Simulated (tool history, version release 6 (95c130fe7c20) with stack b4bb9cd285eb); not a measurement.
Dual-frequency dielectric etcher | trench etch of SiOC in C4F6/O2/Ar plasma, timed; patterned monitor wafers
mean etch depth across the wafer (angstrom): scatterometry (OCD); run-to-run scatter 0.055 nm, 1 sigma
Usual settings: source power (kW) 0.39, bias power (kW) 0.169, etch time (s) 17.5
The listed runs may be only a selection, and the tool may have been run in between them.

| run | hour | source power (kW) | bias power (kW) | etch time (s) | read-back reference wafer on the same gauge, depth_nm | mean etch depth across the wafer (angstrom) |
|---|---|---|---|---|---|---|
| 1 | 0 | 0.42 | 0.169 | 17.5 | 32.91 | 371.8 |
| 2 | 46.5 | 0.42 | 0.169 | 17.5 | 32.9 | 371.2 |
| 3 | 96.6 | 0.39 | 0.193 | 17.5 | 32.9 | 379.6 |
| 4 | 133.7 | 0.39 | 0.193 | 17.5 | 32.9 | 379.5 |
| 5 | 180.7 | 0.39 | 0.193 | 17.5 | 32.9 | 377.2 |
|  | 242.3 | upper electrode replaced |
| 6 | 242.8 | 0.39 | 0.169 | 16 | 32.9 | 332.6 |
| 7 | 267.4 | 0.39 | 0.191 | 21 | 32.91 | 453.9 |
| 8 | 302.1 | 0.39 | 0.191 | 21 | 32.9 | 451.7 |
|  | 335.7 | source power generator calibrated |
|  | 345.1 | wet clean of the chamber |
| 9 | 345.6 | 0.39 | 0.191 | 21 | 32.9 | 455.6 |
|  | 383.4 | bias power generator calibrated |
| 10 | 392.2 | 0.39 | 0.169 | 17.5 | 32.91 | 366.4 |
|  | 427.2 | gauge calibrated |
| 11 | 459.7 | 0.46 | 0.197 | 15.5 | 32.9 | 350 |
| 12 | 487.5 | 0.32 | 0.158 | 16 | 32.9 | 317 |
| 13 | 537.9 | 0.44 | 0.144 | 13.5 | 32.9 | 277 |
| 14 | 606.1 | 0.31 | 0.142 | 20.5 | 32.91 | 392.7 |
| 15 | 657.7 | 0.39 | 0.169 | 14.5 | 32.9 | 302.3 |
| 16 | 701.2 | 0.39 | 0.186 | 17.5 | 32.9 | 374.6 |
| 17 | 731 | 0.39 | 0.169 | 17.5 | 32.9 | 364.7 |
| 18 | 794.2 | 0.31 | 0.142 | 20.5 | 32.9 | 391.2 |

5 options for the next run, each taken on its own from the tool as it stands now. Forecast them:
| A | 794.6 | 0.39 | 0.169 | 22.5 | ? | ? |
| B | 794.6 | 0.39 | 0.193 | 20 | ? | ? |
| C | 794.6 | 0.45 | 0.169 | 17.5 | ? | ? |
| D | 794.6 | 0.39 | 0.155 | 15 | ? | ? |
| E | 794.6 | 0.33 | 0.203 | 16 | ? | ? |

| run | read-back reference wafer on the same gauge, depth_nm | mean etch depth across the wafer (angstrom) |
|---|---|---|
| A | 32.89 | 469.4 |
| B | 32.89 | 432.8 |
| C | 32.89 | 375.8 |
| D | 32.89 | 305.8 |
| E | 32.89 | 340.5 |
Had the tool no hidden state, the same runs would have come out as:
| run | mean etch depth across the wafer (angstrom) |
|---|---|
| A | 472 |
| B | 435.1 |
| C | 377.9 |
| D | 307.5 |
| E | 342.4 |
